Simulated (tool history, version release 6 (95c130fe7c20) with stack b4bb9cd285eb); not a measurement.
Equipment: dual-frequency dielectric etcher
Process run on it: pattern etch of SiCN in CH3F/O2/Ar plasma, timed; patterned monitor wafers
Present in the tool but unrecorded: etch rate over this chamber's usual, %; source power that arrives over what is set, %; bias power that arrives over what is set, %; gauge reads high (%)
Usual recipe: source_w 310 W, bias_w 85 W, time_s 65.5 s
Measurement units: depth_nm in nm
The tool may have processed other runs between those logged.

run,day,source_w,bias_w,time_s,wafers since the last listed run,hours since the last wet clean,hours since the last source power generator calibration,hours since the last bias power generator calibration,hours since the last upper electrode change,hours since the gauge calibration,"read-back reference wafer on the same gauge, depth_nm",depth_nm
1,0.000,310,85,65.5,0,15.9,463.8,520.6,2845.6,196.7,26.44,23.85
2,2.688,310,85,65.5,1032,80.4,528.3,585.1,2910.1,261.2,26.45,23.86
3,15.562,310,85,65.5,4947,389.4,837.3,894.1,3219.1,570.2,26.38,24.23
4,18.158,310,85,65.5,997,451.7,899.6,956.4,3281.4,632.5,26.38,24.28
5,22.442,310,85,65.5,1645,554.5,1002.4,1059.2,3384.2,735.3,26.38,24.46
# day 23.738: wet clean of the chamber
6,25.908,310,75,65.5,947,52.1,1085.6,1142.4,3467.4,818.5,26.40,23.61
7,27.933,310,75,65.5,778,100.7,1134.2,1191.0,3516.0,867.1,26.43,23.63
8,29.862,310,75,65.5,741,147.0,1180.5,1237.3,3562.3,913.4,26.39,23.86
# day 31.746: upper electrode replaced
9,31.929,310,85,54.0,409,196.6,1230.1,1286.9,4.4,963.0,26.35,20.82
10,34.608,310,85,54.0,1029,260.9,1294.4,1351.2,68.7,1027.3,26.39,20.96
11,39.079,310,85,54.0,1717,368.2,1401.7,1458.5,176.0,1134.6,26.42,20.93
# day 40.800: wet clean of the chamber, repeated, since the last time left the tool worse
12,40.996,360,85,65.5,352,4.7,1447.7,1504.5,222.0,1180.6,26.40,24.88
13,43.338,360,85,65.5,899,60.9,1503.9,1560.7,278.2,1236.8,26.40,24.63
14,44.933,360,85,65.5,613,99.2,1542.2,1599.0,316.5,1275.1,26.44,24.80
# day 48.729: gauge calibrated
# day 49.221: bias power generator calibrated
15,50.192,290,74,49.5,1956,225.4,1668.4,23.3,442.7,35.1,26.41,16.64
16,51.996,310,85,59.5,693,268.7,1711.7,66.6,486.0,78.4,26.37,21.76
17,55.812,360,85,65.5,1466,360.3,1803.3,158.2,577.6,170.0,26.38,25.06
18,59.617,340,103,65.5,1461,451.6,1894.6,249.5,668.9,261.3,26.44,27.05
19,62.996,350,72,76.5,1298,532.7,1975.7,330.6,750.0,342.4,26.35,27.22
# day 64.408: wet clean of the chamber
20,66.971,290,100,65.5,1143,61.5,2071.1,426.0,845.4,437.8,26.37,25.31
21,69.925,270,97,73.5,1135,132.4,2142.0,496.9,916.3,508.7,26.37,27.50
22,72.996,390,97,83.0,1179,206.1,2215.7,570.6,990.0,582.4,26.38,34.18
# day 75.783: source power generator calibrated
23,77.438,370,78,75.0,1642,312.7,39.7,677.2,1096.6,689.0,26.44,27.79
24,80.346,310,101,65.5,1117,382.5,109.5,747.0,1166.4,758.8,26.44,26.06
25,84.162,270,91,83.0,1466,474.1,201.1,838.6,1258.0,850.4,26.39,30.86
# day 85.683: wet clean of the chamber
26,93.342,310,85,65.5,3142,183.8,421.4,1058.9,1478.3,1070.7,26.41,24.11
27,96.792,310,85,65.5,1325,266.6,504.2,1141.7,1561.1,1153.5,26.38,24.17
28,101.242,310,71,79.5,1709,373.4,611.0,1248.5,1667.9,1260.3,26.37,27.05

What if the next run were any one of these 4? Each begins from the tool's condition after run 28:
A,101.258,310,85,65.5,6,373.8,611.4,1248.9,1668.3,1260.7,?,?
B,101.258,290,74,65.5,6,373.8,611.4,1248.9,1668.3,1260.7,?,?
C,101.258,290,94,65.5,6,373.8,611.4,1248.9,1668.3,1260.7,?,?
D,101.258,370,92,48.5,6,373.8,611.4,1248.9,1668.3,1260.7,?,?

run,"read-back reference wafer on the same gauge, depth_nm",depth_nm
A,26.42,24.13
B,26.42,22.32
C,26.42,24.87
D,26.42,19.32
Stripped of hidden state, with their random variation kept, the same runs would have yielded:
run,depth_nm
A,23.71
B,21.93
C,24.43
D,18.98
